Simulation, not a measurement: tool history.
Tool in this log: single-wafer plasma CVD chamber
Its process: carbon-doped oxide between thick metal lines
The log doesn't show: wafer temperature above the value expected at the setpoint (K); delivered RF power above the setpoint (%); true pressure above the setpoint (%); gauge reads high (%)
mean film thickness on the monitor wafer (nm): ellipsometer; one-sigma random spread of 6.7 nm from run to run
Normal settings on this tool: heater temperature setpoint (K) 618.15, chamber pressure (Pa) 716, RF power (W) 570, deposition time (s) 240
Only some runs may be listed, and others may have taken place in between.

| run | hour | heater temperature setpoint (K) | chamber pressure (Pa) | RF power (W) | deposition time (s) | wafers since the last listed run | hours since the last thermocouple change | hours since the last RF generator calibration | hours since the last manometer calibration | hours since the showerhead was replaced | hours since the gauge calibration | read-back reference wafer on the same gauge, thickness_nm | mean film thickness on the monitor wafer (nm) |
|---|---|---|---|---|---|---|---|---|---|---|---|---|---|
| 1 | 0.0 | 618.15 | 716 | 570 | 240 | 0 | 33.3 | 1584.9 | 1823.4 | 4796.7 | 38.4 | 1282.850 | 1274.763 |
| 2 | 7.9 | 618.15 | 716 | 570 | 240 | 54 | 41.2 | 1592.8 | 1831.3 | 4804.6 | 46.3 | 1276.895 | 1280.286 |
|  | 21.9 | showerhead replaced |
| 3 | 22.4 | 618.15 | 835 | 570 | 240 | 44 | 55.7 | 1607.3 | 1845.8 | 0.5 | 60.8 | 1278.987 | 1309.633 |
| 4 | 30.7 | 618.15 | 764 | 570 | 240 | 57 | 64.0 | 1615.6 | 1854.1 | 8.8 | 69.1 | 1279.833 | 1297.220 |
| 5 | 44.0 | 618.15 | 764 | 570 | 240 | 91 | 77.3 | 1628.9 | 1867.4 | 22.1 | 82.4 | 1282.914 | 1292.199 |
| 6 | 55.0 | 618.15 | 764 | 570 | 240 | 75 | 88.3 | 1639.9 | 1878.4 | 33.1 | 93.4 | 1283.277 | 1293.063 |
|  | 72.1 | RF generator calibrated |
| 7 | 98.3 | 618.15 | 600 | 645 | 197 | 243 | 131.6 | 26.2 | 1921.7 | 76.4 | 136.7 | 1280.338 | 1055.321 |
|  | 117.5 | capacitance manometer re-zeroed and calibrated |
| 8 | 118.0 | 618.15 | 581 | 570 | 280 | 80 | 151.3 | 45.9 | 0.5 | 96.1 | 156.4 | 1278.997 | 1421.670 |
| 9 | 123.1 | 618.15 | 807 | 530 | 240 | 35 | 156.4 | 51.0 | 5.6 | 101.2 | 161.5 | 1278.021 | 1273.134 |
| 10 | 135.5 | 618.15 | 716 | 520 | 240 | 85 | 168.8 | 63.4 | 18.0 | 113.6 | 173.9 | 1276.848 | 1219.650 |
| 11 | 145.5 | 618.15 | 603 | 570 | 240 | 69 | 178.8 | 73.4 | 28.0 | 123.6 | 183.9 | 1279.521 | 1228.967 |
| 12 | 160.6 | 614.15 | 584 | 570 | 240 | 104 | 193.9 | 88.5 | 43.1 | 138.7 | 199.0 | 1279.671 | 1218.320 |
| 13 | 169.9 | 623.15 | 819 | 630 | 222 | 64 | 203.2 | 97.8 | 52.4 | 148.0 | 208.3 | 1281.282 | 1253.356 |
| 14 | 185.3 | 604.15 | 716 | 625 | 219 | 106 | 218.6 | 113.2 | 67.8 | 163.4 | 223.7 | 1277.849 | 1261.050 |
| 15 | 194.4 | 618.15 | 716 | 570 | 258 | 62 | 227.7 | 122.3 | 76.9 | 172.5 | 232.8 | 1282.544 | 1365.582 |
| 16 | 204.5 | 618.15 | 716 | 520 | 211 | 69 | 237.8 | 132.4 | 87.0 | 182.6 | 242.9 | 1278.689 | 1081.160 |
| 17 | 219.7 | 618.15 | 716 | 570 | 240 | 104 | 253.0 | 147.6 | 102.2 | 197.8 | 258.1 | 1279.405 | 1270.236 |
| 18 | 233.5 | 618.15 | 716 | 570 | 240 | 95 | 266.8 | 161.4 | 116.0 | 211.6 | 271.9 | 1277.225 | 1280.674 |
| 19 | 243.7 | 604.15 | 565 | 650 | 206 | 70 | 277.0 | 171.6 | 126.2 | 221.8 | 282.1 | 1278.727 | 1145.588 |
| 20 | 259.7 | 618.15 | 716 | 570 | 220 | 110 | 293.0 | 187.6 | 142.2 | 237.8 | 298.1 | 1283.196 | 1157.941 |
| 21 | 272.4 | 618.15 | 716 | 570 | 240 | 87 | 305.7 | 200.3 | 154.9 | 250.5 | 310.8 | 1278.873 | 1277.393 |
| 22 | 284.6 | 627.15 | 629 | 525 | 194 | 84 | 317.9 | 212.5 | 167.1 | 262.7 | 323.0 | 1279.173 | 947.039 |
| 23 | 293.2 | 618.15 | 716 | 570 | 240 | 59 | 326.5 | 221.1 | 175.7 | 271.3 | 331.6 | 1280.989 | 1280.692 |
|  | 300.9 | gauge calibrated |
| 24 | 307.4 | 618.15 | 552 | 530 | 279 | 98 | 340.7 | 235.3 | 189.9 | 285.5 | 6.5 | 1280.156 | 1360.204 |
| 25 | 316.6 | 618.15 | 716 | 570 | 240 | 63 | 349.9 | 244.5 | 199.1 | 294.7 | 15.7 | 1280.225 | 1283.996 |
| 26 | 328.4 | 630.15 | 716 | 475 | 240 | 81 | 361.7 | 256.3 | 210.9 | 306.5 | 27.5 | 1279.281 | 1165.971 |
| 27 | 335.1 | 627.15 | 584 | 530 | 240 | 46 | 368.4 | 263.0 | 217.6 | 313.2 | 34.2 | 1278.205 | 1160.059 |
| 28 | 343.2 | 626.15 | 860 | 570 | 240 | 55 | 376.5 | 271.1 | 225.7 | 321.3 | 42.3 | 1278.336 | 1290.230 |

Here are 5 independent what-if runs from the current tool condition. What would each one return?
| A | 343.7 | 618.15 | 716 | 570 | 240 | 3 | 377.0 | 271.6 | 226.2 | 321.8 | 42.8 | ? | ? |
| B | 343.7 | 609.15 | 716 | 570 | 240 | 3 | 377.0 | 271.6 | 226.2 | 321.8 | 42.8 | ? | ? |
| C | 343.7 | 618.15 | 716 | 570 | 225 | 3 | 377.0 | 271.6 | 226.2 | 321.8 | 42.8 | ? | ? |
| D | 343.7 | 618.15 | 716 | 675 | 264 | 3 | 377.0 | 271.6 | 226.2 | 321.8 | 42.8 | ? | ? |
| E | 343.7 | 605.15 | 599 | 570 | 240 | 3 | 377.0 | 271.6 | 226.2 | 321.8 | 42.8 | ? | ? |

| run | read-back reference wafer on the same gauge, thickness_nm | mean film thickness on the monitor wafer (nm) |
|---|---|---|
| A | 1278.599 | 1273.994 |
| B | 1278.599 | 1302.636 |
| C | 1278.599 | 1194.548 |
| D | 1278.599 | 1500.780 |
| E | 1278.599 | 1267.438 |
Take away the tool's hidden state, keep each run's random variation, and the runs would have read:
| run | mean film thickness on the monitor wafer (nm) |
|---|---|
| A | 1273.994 |
| B | 1302.636 |
| C | 1194.548 |
| D | 1500.780 |
| E | 1267.438 |
